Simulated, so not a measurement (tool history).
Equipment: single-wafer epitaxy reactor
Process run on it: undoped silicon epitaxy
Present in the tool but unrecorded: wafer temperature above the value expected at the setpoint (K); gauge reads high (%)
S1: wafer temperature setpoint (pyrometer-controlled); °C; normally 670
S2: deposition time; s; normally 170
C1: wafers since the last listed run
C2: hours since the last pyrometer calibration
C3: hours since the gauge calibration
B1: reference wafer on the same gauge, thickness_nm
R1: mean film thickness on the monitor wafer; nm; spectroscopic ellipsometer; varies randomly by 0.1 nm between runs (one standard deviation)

{"run": 1, "hour": 0.0, "S1": 670, "S2": 170, "C1": 0, "C2": 552.4, "C3": 1092.2, "B1": 44.4, "R1": 41.93}
{"run": 2, "hour": 34.0, "S1": 670, "S2": 170, "C1": 352, "C2": 586.4, "C3": 1126.2, "B1": 44.402, "R1": 41.941}
{"run": 3, "hour": 59.9, "S1": 680, "S2": 170, "C1": 268, "C2": 612.3, "C3": 1152.1, "B1": 44.396, "R1": 50.821}
{"run": 4, "hour": 98.4, "S1": 680, "S2": 170, "C1": 399, "C2": 650.8, "C3": 1190.6, "B1": 44.356, "R1": 50.804}
{"run": 5, "hour": 162.0, "S1": 670, "S2": 170, "C1": 659, "C2": 714.4, "C3": 1254.2, "B1": 44.424, "R1": 41.942}
{"run": 6, "hour": 200.4, "S1": 670, "S2": 170, "C1": 398, "C2": 752.8, "C3": 1292.6, "B1": 44.391, "R1": 41.992}
{"run": 7, "hour": 233.5, "S1": 670, "S2": 170, "C1": 343, "C2": 785.9, "C3": 1325.7, "B1": 44.391, "R1": 41.883}
{"run": 8, "hour": 277.9, "S1": 670, "S2": 170, "C1": 460, "C2": 830.3, "C3": 1370.1, "B1": 44.413, "R1": 42.067}
{"run": 9, "hour": 338.4, "S1": 670, "S2": 170, "C1": 627, "C2": 890.8, "C3": 1430.6, "B1": 44.369, "R1": 42.283}
{"run": 10, "hour": 383.8, "S1": 670, "S2": 170, "C1": 470, "C2": 936.2, "C3": 1476, "B1": 44.422, "R1": 41.981}
{"run": 11, "hour": 417.7, "S1": 670, "S2": 170, "C1": 351, "C2": 970.1, "C3": 1509.9, "B1": 44.414, "R1": 41.971}
{"run": 12, "hour": 467.3, "S1": 670, "S2": 170, "C1": 514, "C2": 1019.7, "C3": 1559.5, "B1": 44.393, "R1": 42.261}
{"run": 13, "hour": 518.2, "S1": 670, "S2": 170, "C1": 527, "C2": 1070.6, "C3": 1610.4, "B1": 44.403, "R1": 42.178}
{"run": 14, "hour": 548.9, "S1": 670, "S2": 170, "C1": 318, "C2": 1101.3, "C3": 1641.1, "B1": 44.407, "R1": 42.209}
{"run": 15, "hour": 573.8, "S1": 684, "S2": 170, "C1": 258, "C2": 1126.2, "C3": 1666, "B1": 44.403, "R1": 55.245}
{"hour": 582.6, "done": "gauge calibrated"}
{"hour": 642.6, "done": "pyrometer calibrated"}
{"run": 16, "hour": 643.1, "S1": 670, "S2": 152, "C1": 635, "C2": 0.5, "C3": 60.5, "B1": 44.375, "R1": 38.111}
{"run": 17, "hour": 698.0, "S1": 659, "S2": 194, "C1": 569, "C2": 55.4, "C3": 115.4, "B1": 44.409, "R1": 39.305}
{"run": 18, "hour": 724.3, "S1": 670, "S2": 170, "C1": 272, "C2": 81.7, "C3": 141.7, "B1": 44.396, "R1": 42.901}
{"run": 19, "hour": 761.4, "S1": 661, "S2": 197, "C1": 384, "C2": 118.8, "C3": 178.8, "B1": 44.413, "R1": 41.36}
{"hour": 819.6, "done": "pyrometer calibrated, repeated, since the last time left the tool worse"}
{"run": 20, "hour": 820.1, "S1": 670, "S2": 158, "C1": 525, "C2": 0.5, "C3": 237.5, "B1": 44.405, "R1": 38.835}
{"run": 21, "hour": 882.7, "S1": 659, "S2": 156, "C1": 648, "C2": 63.1, "C3": 300.1, "B1": 44.398, "R1": 30.912}

For run 22, what comes out?
{"run": 22, "hour": 1084.3, "S1": 670, "S2": 170, "C1": 2089, "C2": 264.7, "C3": 501.7, "B1": "?", "R1": "?"}

{"run 22": {"B1": 44.39, "R1": 41.887}}
Without the tool's hidden state the same run would have given R1 41.845 nm.
